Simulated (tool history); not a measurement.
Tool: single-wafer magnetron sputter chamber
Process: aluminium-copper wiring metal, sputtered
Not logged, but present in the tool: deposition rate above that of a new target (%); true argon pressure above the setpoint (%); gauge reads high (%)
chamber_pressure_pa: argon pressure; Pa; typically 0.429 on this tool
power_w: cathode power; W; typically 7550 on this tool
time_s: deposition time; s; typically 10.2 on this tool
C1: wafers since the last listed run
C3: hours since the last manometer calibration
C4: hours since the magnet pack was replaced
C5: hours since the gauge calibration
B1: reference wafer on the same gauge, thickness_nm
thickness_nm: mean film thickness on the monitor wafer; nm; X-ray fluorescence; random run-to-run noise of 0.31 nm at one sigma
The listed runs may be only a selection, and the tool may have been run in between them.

{"run": 1, "hour": 0.0, "chamber_pressure_pa": 0.429, "power_w": 7550, "time_s": 10.2, "C1": 0, "wafers on the sputter target": 2598, "C3": 624.3, "C4": 12007.8, "C5": 177.9, "B1": 139.019, "thickness_nm": 138.667}
{"run": 2, "hour": 26.9, "chamber_pressure_pa": 0.429, "power_w": 7550, "time_s": 10.2, "C1": 898, "wafers on the sputter target": 3497, "C3": 651.2, "C4": 12034.7, "C5": 204.8, "B1": 138.863, "thickness_nm": 138.311}
{"hour": 52.0, "done": "sputter target and shields replaced"}
{"run": 3, "hour": 52.5, "chamber_pressure_pa": 0.429, "power_w": 7550, "time_s": 10.2, "C1": 588, "wafers on the sputter target": 15, "C3": 676.8, "C4": 12060.3, "C5": 230.4, "B1": 139.008, "thickness_nm": 138.661}
{"run": 4, "hour": 78.3, "chamber_pressure_pa": 0.429, "power_w": 7550, "time_s": 10.2, "C1": 862, "wafers on the sputter target": 877, "C3": 702.6, "C4": 12086.1, "C5": 256.2, "B1": 138.977, "thickness_nm": 138.66}
{"run": 5, "hour": 93.6, "chamber_pressure_pa": 0.429, "power_w": 7550, "time_s": 10.2, "C1": 511, "wafers on the sputter target": 1388, "C3": 717.9, "C4": 12101.4, "C5": 271.5, "B1": 138.834, "thickness_nm": 139.151}
{"run": 6, "hour": 112.6, "chamber_pressure_pa": 0.429, "power_w": 7550, "time_s": 10.2, "C1": 634, "wafers on the sputter target": 2023, "C3": 736.9, "C4": 12120.4, "C5": 290.5, "B1": 138.937, "thickness_nm": 139.018}
{"run": 7, "hour": 176.7, "chamber_pressure_pa": 0.362, "power_w": 8100, "time_s": 10.2, "C1": 2141, "wafers on the sputter target": 4165, "C3": 801, "C4": 12184.5, "C5": 354.6, "B1": 139.02, "thickness_nm": 157.442}
{"run": 8, "hour": 195.4, "chamber_pressure_pa": 0.362, "power_w": 8100, "time_s": 10.2, "C1": 624, "wafers on the sputter target": 4790, "C3": 819.7, "C4": 12203.2, "C5": 373.3, "B1": 139.086, "thickness_nm": 157.883}
{"hour": 206.4, "done": "sputter target and shields replaced"}
{"run": 9, "hour": 217.3, "chamber_pressure_pa": 0.362, "power_w": 8100, "time_s": 10.2, "C1": 464, "wafers on the sputter target": 364, "C3": 841.6, "C4": 12225.1, "C5": 395.2, "B1": 138.913, "thickness_nm": 157.574}
{"run": 10, "hour": 234.2, "chamber_pressure_pa": 0.429, "power_w": 7550, "time_s": 10.2, "C1": 564, "wafers on the sputter target": 929, "C3": 858.5, "C4": 12242, "C5": 412.1, "B1": 139.02, "thickness_nm": 138.925}
{"run": 11, "hour": 269.2, "chamber_pressure_pa": 0.429, "power_w": 7550, "time_s": 10.2, "C1": 1169, "wafers on the sputter target": 2098, "C3": 893.5, "C4": 12277, "C5": 447.1, "B1": 138.945, "thickness_nm": 138.485}
{"run": 12, "hour": 290.7, "chamber_pressure_pa": 0.534, "power_w": 6100, "time_s": 9.3, "C1": 718, "wafers on the sputter target": 2816, "C3": 915, "C4": 12298.5, "C5": 468.6, "B1": 138.976, "thickness_nm": 93.695}
{"run": 13, "hour": 326.0, "chamber_pressure_pa": 0.376, "power_w": 7550, "time_s": 11.4, "C1": 1179, "wafers on the sputter target": 3996, "C3": 950.3, "C4": 12333.8, "C5": 503.9, "B1": 138.956, "thickness_nm": 162.257}
{"hour": 337.6, "done": "sputter target and shields replaced"}
{"run": 14, "hour": 361.8, "chamber_pressure_pa": 0.429, "power_w": 7550, "time_s": 10.2, "C1": 928, "wafers on the sputter target": 808, "C3": 986.1, "C4": 12369.6, "C5": 539.7, "B1": 139.024, "thickness_nm": 138.911}
{"run": 15, "hour": 394.3, "chamber_pressure_pa": 0.562, "power_w": 7550, "time_s": 8.5, "C1": 1085, "wafers on the sputter target": 1894, "C3": 1018.6, "C4": 12402.1, "C5": 572.2, "B1": 138.973, "thickness_nm": 103.502}
{"hour": 401.9, "done": "gauge calibrated"}
{"hour": 424.5, "done": "magnet pack replaced"}
{"run": 16, "hour": 425.0, "chamber_pressure_pa": 0.429, "power_w": 7550, "time_s": 10.2, "C1": 758, "wafers on the sputter target": 2652, "C3": 1049.3, "C4": 0.5, "C5": 23.1, "B1": 139.176, "thickness_nm": 139.143}
{"hour": 440.4, "done": "capacitance manometer re-zeroed and calibrated"}
{"run": 17, "hour": 444.5, "chamber_pressure_pa": 0.429, "power_w": 9150, "time_s": 10.8, "C1": 384, "wafers on the sputter target": 3036, "C3": 4.1, "C4": 20, "C5": 42.6, "B1": 139.099, "thickness_nm": 177.604}
{"run": 18, "hour": 476.5, "chamber_pressure_pa": 0.261, "power_w": 6650, "time_s": 10.9, "C1": 1069, "wafers on the sputter target": 4106, "C3": 36.1, "C4": 52, "C5": 74.6, "B1": 138.977, "thickness_nm": 151.431}
{"hour": 511.8, "done": "sputter target and shields replaced"}
{"run": 19, "hour": 512.3, "chamber_pressure_pa": 0.279, "power_w": 6500, "time_s": 9.5, "C1": 928, "wafers on the sputter target": 15, "C3": 71.9, "C4": 87.8, "C5": 110.4, "B1": 138.914, "thickness_nm": 126.329}
{"run": 20, "hour": 534.1, "chamber_pressure_pa": 0.487, "power_w": 7000, "time_s": 11.8, "C1": 728, "wafers on the sputter target": 744, "C3": 93.7, "C4": 109.6, "C5": 132.2, "B1": 139.036, "thickness_nm": 141.891}
{"run": 21, "hour": 549.4, "chamber_pressure_pa": 0.429, "power_w": 7550, "time_s": 9.6, "C1": 511, "wafers on the sputter target": 1255, "C3": 109, "C4": 124.9, "C5": 147.5, "B1": 139.02, "thickness_nm": 130.181}
{"run": 22, "hour": 581.4, "chamber_pressure_pa": 0.429, "power_w": 7550, "time_s": 10.2, "C1": 1069, "wafers on the sputter target": 2324, "C3": 141, "C4": 156.9, "C5": 179.5, "B1": 138.973, "thickness_nm": 138.968}
{"run": 23, "hour": 606.6, "chamber_pressure_pa": 0.429, "power_w": 7550, "time_s": 10.2, "C1": 842, "wafers on the sputter target": 3166, "C3": 166.2, "C4": 182.1, "C5": 204.7, "B1": 138.935, "thickness_nm": 138.556}

4 ways to go on from here, each from the tool as it stands after run 23. What would each give?
{"run": "A", "hour": 607.0, "chamber_pressure_pa": 0.332, "power_w": 7550, "time_s": 10.2, "C1": 13, "wafers on the sputter target": 3180, "C3": 166.6, "C4": 182.5, "C5": 205.1, "B1": "?", "thickness_nm": "?"}
{"run": "B", "hour": 607.0, "chamber_pressure_pa": 0.577, "power_w": 8750, "time_s": 11.1, "C1": 13, "wafers on the sputter target": 3180, "C3": 166.6, "C4": 182.5, "C5": 205.1, "B1": "?", "thickness_nm": "?"}
{"run": "C", "hour": 607.0, "chamber_pressure_pa": 0.429, "power_w": 5800, "time_s": 9.2, "C1": 13, "wafers on the sputter target": 3180, "C3": 166.6, "C4": 182.5, "C5": 205.1, "B1": "?", "thickness_nm": "?"}
{"run": "D", "hour": 607.0, "chamber_pressure_pa": 0.429, "power_w": 6550, "time_s": 10.2, "C1": 13, "wafers on the sputter target": 3180, "C3": 166.6, "C4": 182.5, "C5": 205.1, "B1": "?", "thickness_nm": "?"}

run=A B1=138.977 thickness_nm=151.232
run=B B1=138.977 thickness_nm=155.591
run=C B1=138.977 thickness_nm=96.482
run=D B1=138.977 thickness_nm=120.801
Stripped of hidden state, with their random variation kept, the same runs would have yielded:
run=A thickness_nm=151.232
run=B thickness_nm=155.591
run=C thickness_nm=96.482
run=D thickness_nm=120.801

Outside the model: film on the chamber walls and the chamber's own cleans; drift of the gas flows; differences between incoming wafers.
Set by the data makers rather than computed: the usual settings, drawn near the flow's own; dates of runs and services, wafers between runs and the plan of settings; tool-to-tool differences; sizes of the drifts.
